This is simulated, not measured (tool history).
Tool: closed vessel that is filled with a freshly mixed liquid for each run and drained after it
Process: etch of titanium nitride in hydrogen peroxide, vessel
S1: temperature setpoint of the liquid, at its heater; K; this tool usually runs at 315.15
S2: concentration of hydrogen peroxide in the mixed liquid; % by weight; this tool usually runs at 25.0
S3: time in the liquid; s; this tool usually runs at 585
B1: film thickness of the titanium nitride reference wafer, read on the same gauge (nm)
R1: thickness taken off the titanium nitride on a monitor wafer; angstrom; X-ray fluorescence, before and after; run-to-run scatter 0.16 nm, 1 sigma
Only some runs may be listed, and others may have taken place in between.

run,day,S1,S2,S3,B1,R1
1,0.000,315.15,21.5,585,100.00,306.0
2,2.225,315.15,25.0,585,100.00,315.7
3,4.567,315.15,25.0,585,100.00,316.3
# day 5.167: gauge calibrated
4,7.312,315.15,25.0,585,100.03,318.2
5,9.521,323.15,25.0,585,99.99,565.5
6,11.396,315.15,25.0,585,100.00,313.3
7,13.571,315.15,25.0,585,100.02,314.0
8,15.408,315.15,25.0,585,99.99,312.7
9,17.883,315.15,25.0,585,100.00,312.1
10,20.050,315.15,25.0,585,99.99,314.6
# day 21.246: new drum of peroxide connected
# day 22.062: peroxide flow meter replaced
11,22.933,320.15,25.0,855,99.98,670.8
# day 23.254: thermometer replaced
12,24.883,315.15,25.0,585,100.02,333.3
13,33.800,315.15,25.0,465,100.01,261.4
14,35.446,315.15,25.0,840,99.99,470.5
15,37.212,306.65,20.5,335,100.02,93.3
16,39.062,315.15,25.0,585,99.98,328.0
17,40.096,315.15,30.0,780,100.02,451.2
18,42.929,306.65,20.5,335,100.00,92.7
19,44.529,309.15,28.0,860,100.00,308.7
20,46.396,306.65,25.0,585,100.00,167.2
21,48.025,315.15,25.0,585,100.01,326.9
22,49.417,315.15,30.0,780,100.02,447.9
23,51.192,322.65,22.0,585,100.00,555.7
24,54.112,315.15,25.0,680,100.00,376.6
25,57.096,307.15,18.0,465,99.99,126.9
26,58.725,323.65,30.0,790,100.00,852.5
27,61.112,315.15,25.0,585,99.98,322.3
28,63.771,315.15,30.0,820,100.00,464.5

The logged runs with the hidden state left out (each run's random variation unchanged):
Hidden conditions of the tool in this case: liquid colder than its thermometer reads (K); peroxide flow below the setpoint (%); peroxide weaker than its label (%); gauge reads high (%).
run,R1
1,320.5
2,331.3
3,332.8
4,335.4
5,596.5
6,331.6
7,332.9
8,332.1
9,332.2
10,335.5
11,699.4
12,334.5
13,264.5
14,476.8
15,94.8
16,333.4
17,459.3
18,94.6
19,315.4
20,171.1
21,334.8
22,459.5
23,570.4
24,388.0
25,131.2
26,881.5
27,334.0
28,482.9
